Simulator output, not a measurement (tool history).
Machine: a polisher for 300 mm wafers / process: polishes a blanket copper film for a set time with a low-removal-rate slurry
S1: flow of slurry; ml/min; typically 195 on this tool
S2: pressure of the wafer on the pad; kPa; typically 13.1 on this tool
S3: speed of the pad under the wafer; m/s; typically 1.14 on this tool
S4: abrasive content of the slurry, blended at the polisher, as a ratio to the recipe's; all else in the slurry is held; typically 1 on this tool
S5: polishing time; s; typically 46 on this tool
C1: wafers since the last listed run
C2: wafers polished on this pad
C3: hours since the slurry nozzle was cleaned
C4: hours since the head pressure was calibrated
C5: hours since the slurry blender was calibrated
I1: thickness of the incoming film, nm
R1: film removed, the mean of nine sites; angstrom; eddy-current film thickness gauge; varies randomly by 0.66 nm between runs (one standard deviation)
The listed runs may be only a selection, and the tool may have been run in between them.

run,day,S1,S2,S3,S4,S5,C1,C2,C3,C4,C5,I1,R1
1,0,195,9.7,1.14,1,46,0,851,261.6,414,183.3,1507.4,750
2,1.3,195,9.7,1.14,1,46,291,1143,292.8,445.2,214.5,1482.3,746
3,4.258,195,9.7,1.14,1,46,663,1807,363.8,516.2,285.5,1487.9,724
# day 5.933: slurry nozzle cleaned
4,5.954,195,13.1,1.34,0.85,46,371,2178,0.5,556.9,326.2,1515.2,1009
# day 6.158: slurry blender recalibrated
# day 7.992: worn pad replaced by a new one
5,8.829,165,13.1,1.14,1,46,589,187,69.5,625.9,64.1,1489.9,885
6,10.058,165,13.1,1.14,1,46,275,463,99,655.4,93.6,1496.2,886
7,11.933,195,13.1,1.14,1,41,420,884,144,700.4,138.6,1507.7,806
8,14.104,195,13.1,1.14,1,41,487,1371,196.1,752.5,190.7,1510.1,802
9,15.667,195,13.1,1.14,1,41,350,1721,233.6,790,228.2,1510.5,792
10,18.008,195,13.1,1.14,1,46,525,2247,289.8,846.2,284.4,1510.7,870
# day 19.296: slurry blender recalibrated
# day 19.329: worn pad replaced by a new one
11,20.317,195,13.1,1.14,1,46,492,221,345.2,901.6,24.5,1516.5,924
# day 20.871: slurry nozzle cleaned
12,22.362,195,13.1,1.14,1,46,449,671,35.8,950.7,73.6,1531.4,914
13,23.979,195,13.1,1.14,1,46,362,1034,74.6,989.5,112.4,1521,916
14,26.642,195,13.1,0.84,1,46,597,1632,138.5,1053.4,176.3,1516.3,661
# day 28.117: head pressure recalibrated
15,29.125,195,13.1,1.14,1,46,538,2170,198.1,24.2,235.9,1492.9,871
# day 30.162: worn pad replaced by a new one
16,31.283,195,13.1,1.5,1.25,46,446,251,249.9,76,287.7,1510.2,1255
17,33.504,195,13.1,1.14,1,46,498,749,303.2,129.3,341,1487.4,916
18,34.65,195,13.1,1.14,1,46,257,1006,330.7,156.8,368.5,1491.3,910
# day 35.075: slurry blender recalibrated
# day 36.008: slurry nozzle cleaned
19,37.492,195,9,1.14,1,46,609,1616,35.6,225,58,1511.4,704
20,40.475,265,13.1,1.36,1,46,669,2286,107.2,296.6,129.6,1503.1,1084
21,42.108,195,13.1,1.14,1,46,366,2652,146.4,335.8,168.8,1487.5,857
# day 43.108: worn pad replaced by a new one
22,44.488,195,13.1,1.14,1,46,496,309,203.5,392.9,225.9,1497.8,922
23,46.804,195,17.2,1.14,1.3,32,519,829,259.1,448.5,281.5,1524.2,801
24,48.175,175,13.1,1.44,1,46,307,1136,292,481.4,314.4,1497.2,1132
25,49.296,225,14.5,0.86,1,61,251,1388,318.9,508.3,341.3,1509.2,990
# day 51.088: slurry blender recalibrated
26,51.583,250,13.1,1.36,1.3,42,494,1883,373.8,563.2,11.9,1527.2,1032
# day 52.8: worn pad replaced by a new one
27,52.821,195,13.1,1.5,1,46,240,5,403.5,592.9,41.6,1492.4,1210
28,53.942,195,13.1,1.14,1,38,251,256,430.4,619.8,68.5,1525.3,751
# day 54.042: slurry nozzle cleaned
29,56.471,195,15.2,1.5,0.75,46,558,814,58.3,680.5,129.2,1512.7,1291

Predict each of these 3 candidate next runs independently; none follows another, all start after run 29:
A,56.488,195,13.1,1.14,1,46,3,818,58.7,680.9,129.6,1519.4,?
B,56.488,250,13.1,0.84,1,46,3,818,58.7,680.9,129.6,1519.4,?
C,56.488,195,13.1,1.26,1.2,31,3,818,58.7,680.9,129.6,1519.4,?

run,R1
A,920
B,701
C,702
Had the tool no hidden state, the same runs would have come out as:
run,R1
A,929
B,708
C,709

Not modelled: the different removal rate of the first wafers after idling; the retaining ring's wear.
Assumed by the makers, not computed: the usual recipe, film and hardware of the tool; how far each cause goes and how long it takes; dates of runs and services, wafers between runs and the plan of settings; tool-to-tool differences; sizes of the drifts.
